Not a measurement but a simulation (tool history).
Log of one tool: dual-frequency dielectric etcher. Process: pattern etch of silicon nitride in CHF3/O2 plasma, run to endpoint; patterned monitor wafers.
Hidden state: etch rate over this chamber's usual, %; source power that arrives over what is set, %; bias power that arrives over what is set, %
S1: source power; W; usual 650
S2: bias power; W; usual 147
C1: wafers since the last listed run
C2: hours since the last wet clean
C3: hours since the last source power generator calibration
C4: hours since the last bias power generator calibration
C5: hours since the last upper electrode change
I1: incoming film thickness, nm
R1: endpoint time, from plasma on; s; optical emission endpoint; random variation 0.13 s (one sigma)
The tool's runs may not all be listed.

run,hour,S1,S2,C1,C2,C3,C4,C5,I1,R1
1,0.0,650,135,0,261.0,1418.0,1750.7,1936.4,58.1,42.2
2,12.0,650,135,190,273.0,1430.0,1762.7,1948.4,58.3,42.3
3,29.6,650,147,278,290.6,1447.6,1780.3,1966.0,58.6,41.3
4,41.8,650,147,193,302.8,1459.8,1792.5,1978.2,58.8,41.4
5,59.7,650,147,283,320.7,1477.7,1810.4,1996.1,59.0,42.0
6,73.7,650,147,221,334.7,1491.7,1824.4,2010.1,58.6,41.8
7,91.0,650,156,274,352.0,1509.0,1841.7,2027.4,58.4,41.0
8,103.4,650,156,196,364.4,1521.4,1854.1,2039.8,58.4,40.8
9,114.6,650,156,177,375.6,1532.6,1865.3,2051.0,58.7,41.1
# hour 144.6: upper electrode replaced
10,145.1,650,147,102,406.1,1563.1,1895.8,0.5,59.2,42.4
11,145.5,650,147,6,406.5,1563.5,1896.2,0.9,58.3,41.5
12,145.8,650,147,4,406.8,1563.8,1896.5,1.2,58.8,42.0
13,153.6,650,147,123,414.6,1571.6,1904.3,9.0,59.1,42.3
14,171.5,650,147,283,432.5,1589.5,1922.2,26.9,58.7,42.2
15,188.9,510,147,275,449.9,1606.9,1939.6,44.3,58.4,45.0
16,200.8,650,147,188,461.8,1618.8,1951.5,56.2,58.7,42.4
17,216.0,650,147,240,477.0,1634.0,1966.7,71.4,59.3,43.0
18,223.7,650,147,122,484.7,1641.7,1974.4,79.1,57.9,41.7
# hour 267.1: wet clean of the chamber
# hour 267.3: source power generator calibrated
19,267.6,590,181,312,0.5,0.3,2018.3,123.0,58.6,38.4
20,268.0,560,171,6,0.9,0.7,2018.7,123.4,58.8,40.0
# hour 279.2: bias power generator calibrated
21,280.5,530,147,134,13.4,13.2,1.3,135.9,58.6,42.8
22,297.7,650,161,272,30.6,30.4,18.5,153.1,58.6,39.1
23,307.3,650,113,152,40.2,40.0,28.1,162.7,58.7,44.1
24,315.9,650,147,136,48.8,48.6,36.7,171.3,58.4,40.4
25,329.0,540,172,207,61.9,61.7,49.8,184.4,58.5,40.4
26,336.5,610,161,118,69.4,69.2,57.3,191.9,59.3,40.4
27,370.0,750,160,530,102.9,102.7,90.8,225.4,58.3,37.6
28,384.0,770,180,221,116.9,116.7,104.8,239.4,58.6,36.1

Forecast each of these 4 alternatives for the next run:
A,384.4,650,147,6,117.3,117.1,105.2,239.8,58.7,?
B,384.4,560,159,6,117.3,117.1,105.2,239.8,58.7,?
C,384.4,650,181,6,117.3,117.1,105.2,239.8,58.7,?
D,384.4,550,147,6,117.3,117.1,105.2,239.8,58.7,?

run,R1
A,41.0
B,41.8
C,38.3
D,43.1
Without the tool's hidden state the same runs would have given:
run,R1
A,40.9
B,41.7
C,38.3
D,43.0

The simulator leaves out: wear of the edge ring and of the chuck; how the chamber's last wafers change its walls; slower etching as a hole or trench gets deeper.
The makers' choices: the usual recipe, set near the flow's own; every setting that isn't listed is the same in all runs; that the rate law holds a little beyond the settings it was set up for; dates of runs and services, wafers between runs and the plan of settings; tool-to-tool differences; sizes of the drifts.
